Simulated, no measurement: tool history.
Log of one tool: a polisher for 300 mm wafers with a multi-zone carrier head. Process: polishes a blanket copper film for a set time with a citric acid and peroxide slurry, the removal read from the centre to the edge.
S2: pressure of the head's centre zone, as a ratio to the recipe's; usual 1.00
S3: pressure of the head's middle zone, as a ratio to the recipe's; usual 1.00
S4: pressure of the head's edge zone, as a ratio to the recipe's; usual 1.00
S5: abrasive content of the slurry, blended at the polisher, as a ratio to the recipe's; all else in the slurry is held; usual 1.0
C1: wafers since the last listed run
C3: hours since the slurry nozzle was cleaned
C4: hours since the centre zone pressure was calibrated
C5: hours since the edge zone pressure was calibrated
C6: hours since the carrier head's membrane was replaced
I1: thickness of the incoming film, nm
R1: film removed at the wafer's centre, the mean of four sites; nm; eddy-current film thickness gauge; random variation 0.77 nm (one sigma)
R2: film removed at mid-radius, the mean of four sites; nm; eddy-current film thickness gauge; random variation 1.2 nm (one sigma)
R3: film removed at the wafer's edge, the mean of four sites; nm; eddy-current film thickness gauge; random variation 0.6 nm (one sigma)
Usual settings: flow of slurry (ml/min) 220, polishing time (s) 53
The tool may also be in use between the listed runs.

Run 1, hour 0.0: usual settings but S3 1.06; C1 0; wafers polished on this pad 1806; C3 145.8; C4 577.2; C5 163.1; C6 472.9; I1 1232.5. Result: R1 79.0 nm, R2 84.2 nm, R3 79.2 nm.
Run 2, hour 63.3: usual settings but flow of slurry (ml/min) 250; C1 576; wafers polished on this pad 2382; C3 209.1; C4 640.5; C5 226.4; C6 536.2; I1 1262.9. Result: R1 79.7 nm, R2 81.2 nm, R3 78.8 nm.
At hour 110.5: worn pad replaced by a new one.
Run 3, hour 117.4: usual settings but flow of slurry (ml/min) 250; C1 456; wafers polished on this pad 63; C3 263.2; C4 694.6; C5 280.5; C6 590.3; I1 1260.7. Result: R1 79.8 nm, R2 79.1 nm, R3 79.8 nm.
At hour 147.8: centre zone pressure recalibrated.
Run 4, hour 177.5: usual settings but flow of slurry (ml/min) 250; C1 529; wafers polished on this pad 592; C3 323.3; C4 29.7; C5 340.6; C6 650.4; I1 1266.8. Result: R1 78.5 nm, R2 80.7 nm, R3 80.0 nm.
Run 5, hour 221.3: usual settings but S4 0.92; C1 398; wafers polished on this pad 991; C3 367.1; C4 73.5; C5 384.4; C6 694.2; I1 1253.6. Result: R1 75.8 nm, R2 78.1 nm, R3 74.1 nm.
Run 6, hour 317.8: usual settings but S4 0.92; C1 878; wafers polished on this pad 1870; C3 463.6; C4 170.0; C5 480.9; C6 790.7; I1 1236.6. Result: R1 76.8 nm, R2 77.9 nm, R3 73.7 nm.
Run 7, hour 355.2: usual settings but S4 0.92; C1 340; wafers polished on this pad 2210; C3 501.0; C4 207.4; C5 518.3; C6 828.1; I1 1264.7. Result: R1 77.2 nm, R2 76.8 nm, R3 75.3 nm.
Run 8, hour 408.6: usual settings but S4 1.03; C1 486; wafers polished on this pad 2696; C3 554.4; C4 260.8; C5 571.7; C6 881.5; I1 1273.4. Result: R1 75.8 nm, R2 76.6 nm, R3 77.2 nm.
At hour 429.2: worn pad replaced by a new one, of another model than before.
Run 9, hour 445.0: usual settings but S4 1.03; C1 295; wafers polished on this pad 144; C3 590.8; C4 297.2; C5 608.1; C6 917.9; I1 1258.5. Result: R1 77.7 nm, R2 78.6 nm, R3 79.2 nm.
Run 10, hour 531.4: usual settings but flow of slurry (ml/min) 165, S3 1.07; C1 786; wafers polished on this pad 931; C3 677.2; C4 383.6; C5 694.5; C6 1004.3; I1 1245.6. Result: R1 75.4 nm, R2 78.0 nm, R3 75.4 nm.
Run 11, hour 622.2: usual settings but S2 0.96, S3 1.12; C1 826; wafers polished on this pad 1758; C3 768.0; C4 474.4; C5 785.3; C6 1095.1; I1 1264.1. Result: R1 75.5 nm, R2 84.2 nm, R3 78.1 nm.
At hour 689.3: slurry nozzle cleaned.
At hour 701.3: worn pad replaced by a new one.
At hour 726.1: edge zone pressure recalibrated.
Run 12, hour 728.8: usual settings but flow of slurry (ml/min) 150, S2 1.10, S4 0.92, S5 0.8; C1 907; wafers polished on this pad 232; C3 39.5; C4 581.0; C5 2.7; C6 1201.7; I1 1277.4. Result: R1 82.0 nm, R2 75.5 nm, R3 72.4 nm.
Run 13, hour 809.9: usual settings; C1 738; wafers polished on this pad 970; C3 120.6; C4 662.1; C5 83.8; C6 1282.8; I1 1266.6. Result: R1 78.3 nm, R2 80.7 nm, R3 79.7 nm.
Run 14, hour 856.9: usual settings but S3 1.06; C1 428; wafers polished on this pad 1398; C3 167.6; C4 709.1; C5 130.8; C6 1329.8; I1 1249.2. Result: R1 79.9 nm, R2 82.7 nm, R3 78.0 nm.
At hour 943.5: carrier head's membrane replaced by a new one.
Run 15, hour 950.0: usual settings but polishing time (s) 71; C1 802; wafers polished on this pad 2201; C3 260.7; C4 802.2; C5 223.9; C6 6.5; I1 1264.8. Result: R1 105.1 nm, R2 107.6 nm, R3 105.0 nm.
At hour 964.9: centre zone pressure recalibrated.
At hour 982.1: worn pad replaced by a new one.
Run 16, hour 1029.6: usual settings but flow of slurry (ml/min) 175, S2 0.90, S3 1.09, S4 1.06; C1 670; wafers polished on this pad 432; C3 340.3; C4 64.7; C5 303.5; C6 86.1; I1 1250.5. Result: R1 68.8 nm, R2 81.9 nm, R3 79.1 nm.
Run 17, hour 1122.9: usual settings; C1 849; wafers polished on this pad 1282; C3 433.6; C4 158.0; C5 396.8; C6 179.4; I1 1261.6. Result: R1 79.9 nm, R2 80.2 nm, R3 78.7 nm.
Run 18, hour 1214.9: usual settings but S2 1.06, S4 1.11, S5 1.1, polishing time (s) 70; C1 837; wafers polished on this pad 2120; C3 525.6; C4 250.0; C5 488.8; C6 271.4; I1 1263.2. Result: R1 112.5 nm, R2 109.4 nm, R3 110.0 nm.
Run 19, hour 1274.2: usual settings but flow of slurry (ml/min) 175, S3 0.93, S5 0.7, polishing time (s) 47; C1 540; wafers polished on this pad 2660; C3 584.9; C4 309.3; C5 548.1; C6 330.7; I1 1275.3. Result: R1 63.4 nm, R2 62.0 nm, R3 64.8 nm.
At hour 1298.6: worn pad replaced by a new one.
Run 20, hour 1339.1: usual settings but S2 1.07, S3 0.91, S4 1.06, polishing time (s) 60; C1 554; wafers polished on this pad 369; C3 649.8; C4 374.2; C5 613.0; C6 395.6; I1 1245.6. Result: R1 95.4 nm, R2 84.1 nm, R3 91.1 nm.

Forecast each of these 5 alternatives for the next run:
Run A, hour 1339.5: usual settings; C1 3; wafers polished on this pad 372; C3 650.2; C4 374.6; C5 613.4; C6 396.0; I1 1249.5. Result: R1 ?, R2 ?, R3 ?.
Run B, hour 1339.5: usual settings but S3 0.91, S4 1.07; C1 3; wafers polished on this pad 372; C3 650.2; C4 374.6; C5 613.4; C6 396.0; I1 1249.5. Result: R1 ?, R2 ?, R3 ?.
Run C, hour 1339.5: usual settings but S4 1.04, polishing time (s) 63; C1 3; wafers polished on this pad 372; C3 650.2; C4 374.6; C5 613.4; C6 396.0; I1 1249.5. Result: R1 ?, R2 ?, R3 ?.
Run D, hour 1339.5: usual settings but flow of slurry (ml/min) 165, S3 1.05; C1 3; wafers polished on this pad 372; C3 650.2; C4 374.6; C5 613.4; C6 396.0; I1 1249.5. Result: R1 ?, R2 ?, R3 ?.
Run E, hour 1339.5: usual settings but flow of slurry (ml/min) 195, S2 1.11, S3 0.91; C1 3; wafers polished on this pad 372; C3 650.2; C4 374.6; C5 613.4; C6 396.0; I1 1249.5. Result: R1 ?, R2 ?, R3 ?.

run    R1    R2    R3
  A  78.3  80.1  77.9
  B  78.3  74.9  80.6
  C  93.1  95.2  94.4
  D  75.8  80.6  76.2
  E  85.8  73.9  77.3
Without the tool's hidden state the same runs would have given:
run    R1    R2    R3
  A  80.5  82.1  79.4
  B  80.5  76.8  82.2
  C  95.7  97.6  96.2
  D  78.4  83.0  77.9
  E  88.4  75.9  78.9

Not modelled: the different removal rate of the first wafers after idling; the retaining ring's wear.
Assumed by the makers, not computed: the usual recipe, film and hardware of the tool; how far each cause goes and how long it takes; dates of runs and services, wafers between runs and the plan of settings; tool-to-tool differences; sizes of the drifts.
